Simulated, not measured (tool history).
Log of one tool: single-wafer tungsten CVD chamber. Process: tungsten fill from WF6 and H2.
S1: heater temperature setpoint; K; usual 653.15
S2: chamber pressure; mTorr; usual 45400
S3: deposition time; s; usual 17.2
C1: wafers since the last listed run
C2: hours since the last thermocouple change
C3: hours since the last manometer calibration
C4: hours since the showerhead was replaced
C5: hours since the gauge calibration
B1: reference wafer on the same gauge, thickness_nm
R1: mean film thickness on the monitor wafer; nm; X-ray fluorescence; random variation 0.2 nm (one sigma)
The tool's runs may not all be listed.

run     day      S1     S2    S3   C1      C2      C3      C4     C5      B1      R1
  1       0  653.15  45400  17.2    0  1894.1   740.5  7205.9  260.6  47.927  45.629
  2   0.458  653.15  45400  17.2  199  1905.1   751.5  7216.9  271.6  47.956  45.976
  3   0.762  653.15  45400  17.2  132  1912.4   758.8  7224.2  278.9  47.879  46.185
  4     1.4  653.15  45400  17.2  278  1927.7   774.1  7239.5  294.2  47.938  46.236
  5    3.15  653.15  45400  17.2  763  1969.7   816.1  7281.5  336.2  47.966  46.019
  6   3.612  653.15  45400  17.2  201  1980.8   827.2  7292.6  347.3  47.907  45.817
  7   4.158  653.15  45400  17.2  238  1993.9   840.3  7305.7  360.4  47.873  46.133
  8   4.667  653.15  45400  17.2  221  2006.1   852.5  7317.9  372.6  47.866   46.47
      5.304  -- thermocouple changed; heater temperature recalibrated
  9   5.325  653.15  45400  17.2  141     0.5   868.3  7333.7  388.4  47.932   49.27
 10   5.458  653.15  45400  17.2   58     3.7   871.5  7336.9  391.6  47.856  49.011
 11   6.133  662.15  53000  17.2  294    19.9   887.7  7353.1  407.8  47.894  60.361
 12   6.483  662.15  53000  17.2  152    28.3   896.1  7361.5  416.2  47.856  60.519
 13   7.058  653.15  45400  17.2  250    42.1   909.9  7375.3    430   47.93  49.159
 14   7.388  653.15  45400  17.2  143      50   917.8  7383.2  437.9  47.891  49.217
      8.267  -- thermocouple changed; heater temperature recalibrated, repeated, since the last time left the tool worse
 15   9.392  647.15  48700  14.2  728      27   965.9  7431.3    486  47.916  33.368
 16   9.988  653.15  45400  17.2  259    41.3   980.2  7445.6  500.3  47.912  43.901
 17  10.475  653.15  38600  17.2  212      53   991.9  7457.3    512  47.853  41.231
     10.962  -- showerhead replaced
 18  10.983  653.15  55800  18.9   76    65.2  1004.1     0.5  524.2  47.892  51.673
     12.292  -- gauge calibrated
     12.929  -- capacitance manometer re-zeroed and calibrated
 19   12.95  644.15  41400  20.2  712   112.4     0.5    47.7   15.8  47.897  42.238
 20  13.625  653.15  45400  18.7  294   128.6    16.7    63.9     32  47.859  47.836
 21  14.346  653.15  45400  17.2  314   145.9      34    81.2   49.3  47.942  43.788
 22  14.983  662.15  53000  17.2  278   161.2    49.3    96.5   64.6  47.881  54.459
 23   15.45  653.15  56200  17.2  203   172.4    60.5   107.7   75.8   47.94  47.113
 24  16.029  664.15  41800  14.7  252   186.3    74.4   121.6   89.7  47.911  43.732
 25  16.367  643.15  50000  17.2  147   194.4    82.5   129.7   97.8   47.86  37.722
 26  16.796  668.15  45400  20.2  187   204.7    92.8     140  108.1  47.953  67.061
 27    17.3  653.15  54700  17.2  219   216.8   104.9   152.1  120.2  47.894  46.601
 28  17.812  668.15  55200  19.9  223   229.1   117.2   164.4  132.5  47.923  69.968
 29  18.083  653.15  54700  17.2  118   235.6   123.7   170.9    139  47.996  46.573
 30  18.471  639.15  45400  14.2  169   244.9     133   180.2  148.3  47.926  27.824
 31  19.192  653.15  45400  17.2  314   262.2   150.3   197.5  165.6   47.89   43.84
 32    19.5  663.15  45400    15  134   269.6   157.7   204.9    173  47.912  45.294
 33  19.942  664.15  55700  15.7  192   280.2   168.3   215.5  183.6  47.921  51.447
 34  20.542  639.15  52600  18.9  261   294.6   182.7   229.9    198  47.868  39.526

Forecast each of these 4 alternatives for the next run:
  A  20.558  653.15  45400  17.2   7  295  183.1  230.3  198.4   ?   ?
  B  20.558  663.15  51600  17.2   7  295  183.1  230.3  198.4   ?   ?
  C  20.558  653.15  49500  17.2   7  295  183.1  230.3  198.4   ?   ?
  D  20.558  661.15  45400  18.8   7  295  183.1  230.3  198.4   ?   ?

run      B1      R1
  A  47.885  43.854
  B  47.885  54.717
  C  47.885  45.247
  D  47.885  55.169
Without the tool's hidden state the same runs would have given:
run      R1
  A  43.673
  B  54.497
  C  45.061
  D  54.947
